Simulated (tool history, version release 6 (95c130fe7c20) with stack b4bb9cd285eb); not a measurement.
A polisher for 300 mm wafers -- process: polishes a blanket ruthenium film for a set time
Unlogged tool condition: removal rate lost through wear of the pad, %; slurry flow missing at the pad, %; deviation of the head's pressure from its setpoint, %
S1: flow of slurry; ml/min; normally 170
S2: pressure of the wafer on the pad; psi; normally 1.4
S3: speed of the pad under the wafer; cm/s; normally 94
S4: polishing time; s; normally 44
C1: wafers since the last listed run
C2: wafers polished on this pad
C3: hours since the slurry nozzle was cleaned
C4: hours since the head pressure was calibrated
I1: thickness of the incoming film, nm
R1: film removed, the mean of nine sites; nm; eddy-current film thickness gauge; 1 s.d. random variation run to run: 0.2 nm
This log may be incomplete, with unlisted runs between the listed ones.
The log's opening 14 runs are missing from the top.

run,hour,S1,S2,S3,S4,C1,C2,C3,C4,I1,R1
# hour 1117.4: worn pad replaced by a new one
15,1163.6,205,1.4,76,44,1463,695,512.3,969.8,455.5,24.7
16,1209.2,170,1.6,94,44,686,1381,557.9,1015.4,457.1,34.1
17,1291.2,170,1.6,94,44,1233,2614,639.9,1097.4,464.2,33.8
# hour 1336.4: slurry nozzle cleaned
18,1555,170,1.4,70,44,3954,6569,218.6,1361.2,461.1,22.4
19,1624.2,150,1.2,114,34,1041,7610,287.8,1430.4,463.2,23.8
# hour 1685.2: head pressure recalibrated
20,1705.1,170,1.4,104,44,1187,8797,368.7,19.9,452,33.4
# hour 1711.9: worn pad replaced by a new one
21,1779.3,170,1.4,94,44,1056,1014,442.9,94.1,459.2,29.6
# hour 1976.4: slurry nozzle cleaned
22,2057.9,205,1.4,76,44,4176,5190,81.5,372.7,460.6,24.9
23,2117.7,145,1.1,122,30,899,6090,141.3,432.5,453.7,20.6
24,2195.8,170,1.3,94,38,1175,7265,219.4,510.6,457.3,24.2
25,2252.3,170,1.4,94,44,850,8115,275.9,567.1,466.4,30.1
# hour 2267.9: worn pad replaced by a new one
26,2297.7,170,1.4,94,48,622,449,321.3,612.5,461.7,32.6
27,2336.8,230,1.2,106,34,588,1037,360.4,651.6,464.3,23.1
28,2430,120,1.1,94,44,1402,2439,453.6,744.8,453,22.3
29,2504.2,170,1.4,94,44,1116,3556,527.8,819,461.3,29.9
# hour 2537.2: slurry nozzle cleaned
30,2571.5,130,1.4,120,44,997,4553,34.3,886.3,465,37.7
31,2632.9,170,1.4,94,49,923,5477,95.7,947.7,465.1,33.8
32,2714.6,170,1.4,94,48,1229,6706,177.4,1029.4,461.6,33
33,2821.2,170,1.4,94,33,1603,8310,284,1136,456.5,22.5
# hour 2908.5: worn pad replaced by a new one
34,2915.6,170,1.1,116,44,1360,106,378.4,1230.4,452.3,28.9
35,2988,170,1.4,94,44,1089,1195,450.8,1302.8,462.5,29.9

4 ways to go on from here, each from the tool as it stands after run 35. What would each give?
A,2988.4,170,1.4,74,44,6,1201,451.2,1303.2,466.2,?
B,2988.4,200,1.2,80,36,6,1201,451.2,1303.2,466.2,?
C,2988.4,170,1.4,94,53,6,1201,451.2,1303.2,466.2,?
D,2988.4,170,1.4,110,44,6,1201,451.2,1303.2,466.2,?

run,R1
A,23.3
B,18
C,35.6
D,34.6
Take away the tool's hidden state, keep each run's random variation, and the runs would have read:
run,R1
A,24.1
B,18.6
C,36.9
D,35.8
